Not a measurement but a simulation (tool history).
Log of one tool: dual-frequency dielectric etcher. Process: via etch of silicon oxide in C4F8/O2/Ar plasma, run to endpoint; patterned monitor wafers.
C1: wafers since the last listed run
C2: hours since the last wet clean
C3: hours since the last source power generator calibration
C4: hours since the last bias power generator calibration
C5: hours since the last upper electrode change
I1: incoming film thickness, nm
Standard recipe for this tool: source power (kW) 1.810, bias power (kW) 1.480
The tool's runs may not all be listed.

Run 1, hour 0.0: usual settings but bias power (kW) 1.395; C1 0; C2 294.1; C3 1407.7; C4 1424.7; C5 2211.6; I1 1259.2. Result: endpoint time (s) 283.5.
Run 2, hour 34.7: usual settings but bias power (kW) 1.395; C1 116; C2 328.8; C3 1442.4; C4 1459.4; C5 2246.3; I1 1272.9. Result: endpoint time (s) 285.3.
Run 3, hour 59.1: usual settings; C1 82; C2 353.2; C3 1466.8; C4 1483.8; C5 2270.7; I1 1267.8. Result: endpoint time (s) 280.9.
Run 4, hour 91.9: usual settings; C1 110; C2 386.0; C3 1499.6; C4 1516.6; C5 2303.5; I1 1267.2. Result: endpoint time (s) 282.8.
Run 5, hour 105.5: usual settings; C1 45; C2 399.6; C3 1513.2; C4 1530.2; C5 2317.1; I1 1277.8. Result: endpoint time (s) 281.9.
Run 6, hour 120.1: usual settings; C1 49; C2 414.2; C3 1527.8; C4 1544.8; C5 2331.7; I1 1264.9. Result: endpoint time (s) 283.0.
At hour 151.5: wet clean of the chamber.
Run 7, hour 155.3: usual settings; C1 37; C2 3.8; C3 1563.0; C4 1580.0; C5 2366.9; I1 1272.2. Result: endpoint time (s) 283.0.
Run 8, hour 174.0: usual settings; C1 62; C2 22.5; C3 1581.7; C4 1598.7; C5 2385.6; I1 1265.9. Result: endpoint time (s) 280.6.
Run 9, hour 190.2: usual settings; C1 54; C2 38.7; C3 1597.9; C4 1614.9; C5 2401.8; I1 1275.5. Result: endpoint time (s) 281.2.
Run 10, hour 202.6: usual settings; C1 41; C2 51.1; C3 1610.3; C4 1627.3; C5 2414.2; I1 1266.8. Result: endpoint time (s) 282.9.
Run 11, hour 221.0: usual settings; C1 61; C2 69.5; C3 1628.7; C4 1645.7; C5 2432.6; I1 1278.7. Result: endpoint time (s) 284.4.
Run 12, hour 253.1: usual settings; C1 107; C2 101.6; C3 1660.8; C4 1677.8; C5 2464.7; I1 1244.5. Result: endpoint time (s) 277.0.
Run 13, hour 274.8: usual settings but source power (kW) 2.010, bias power (kW) 1.746; C1 72; C2 123.3; C3 1682.5; C4 1699.5; C5 2486.4; I1 1252.2. Result: endpoint time (s) 255.8.
Run 14, hour 296.8: usual settings; C1 73; C2 145.3; C3 1704.5; C4 1721.5; C5 2508.4; I1 1263.0. Result: endpoint time (s) 281.4.
Run 15, hour 324.9: usual settings; C1 94; C2 173.4; C3 1732.6; C4 1749.6; C5 2536.5; I1 1260.3. Result: endpoint time (s) 281.5.
Run 16, hour 354.4: usual settings; C1 99; C2 202.9; C3 1762.1; C4 1779.1; C5 2566.0; I1 1260.7. Result: endpoint time (s) 281.0.
Run 17, hour 373.3: usual settings but source power (kW) 1.980; C1 63; C2 221.8; C3 1781.0; C4 1798.0; C5 2584.9; I1 1278.8. Result: endpoint time (s) 274.7.
Run 18, hour 404.8: usual settings but bias power (kW) 1.358; C1 105; C2 253.3; C3 1812.5; C4 1829.5; C5 2616.4; I1 1268.7. Result: endpoint time (s) 287.9.
Run 19, hour 437.1: usual settings but source power (kW) 1.360, bias power (kW) 1.112; C1 108; C2 285.6; C3 1844.8; C4 1861.8; C5 2648.7; I1 1262.5. Result: endpoint time (s) 327.8.
Run 20, hour 467.0: usual settings but bias power (kW) 1.296; C1 100; C2 315.5; C3 1874.7; C4 1891.7; C5 2678.6; I1 1273.7. Result: endpoint time (s) 291.9.
Run 21, hour 491.4: usual settings but source power (kW) 1.380, bias power (kW) 1.688; C1 82; C2 339.9; C3 1899.1; C4 1916.1; C5 2703.0; I1 1258.3. Result: endpoint time (s) 301.6.
Run 22, hour 511.7: usual settings; C1 68; C2 360.2; C3 1919.4; C4 1936.4; C5 2723.3; I1 1265.9. Result: endpoint time (s) 282.3.
At hour 531.9: source power generator calibrated.
Run 23, hour 543.9: usual settings but bias power (kW) 1.395; C1 94; C2 392.4; C3 12.0; C4 1968.6; C5 2755.5; I1 1270.3. Result: endpoint time (s) 285.1.
Run 24, hour 566.9: usual settings but bias power (kW) 1.339; C1 77; C2 415.4; C3 35.0; C4 1991.6; C5 2778.5; I1 1277.8. Result: endpoint time (s) 289.4.
Run 25, hour 594.3: usual settings but source power (kW) 2.140, bias power (kW) 1.341; C1 92; C2 442.8; C3 62.4; C4 2019.0; C5 2805.9; I1 1266.6. Result: endpoint time (s) 266.2.

Estimate the outcome of run 26 from the log above:
At hour 619.0: upper electrode replaced.
At hour 646.1: wet clean of the chamber.
Run 26, hour 646.6: usual settings but source power (kW) 1.570; C1 14; C2 0.5; C3 114.7; C4 2071.3; C5 27.6; I1 1264.7. Result: endpoint time (s) ?.

{"run 26": {"endpoint time (s)": 297.8}}
Take away the tool's hidden state, keep the run-to-run variation as it was, and the same run would have given endpoint time (s) 297.8.

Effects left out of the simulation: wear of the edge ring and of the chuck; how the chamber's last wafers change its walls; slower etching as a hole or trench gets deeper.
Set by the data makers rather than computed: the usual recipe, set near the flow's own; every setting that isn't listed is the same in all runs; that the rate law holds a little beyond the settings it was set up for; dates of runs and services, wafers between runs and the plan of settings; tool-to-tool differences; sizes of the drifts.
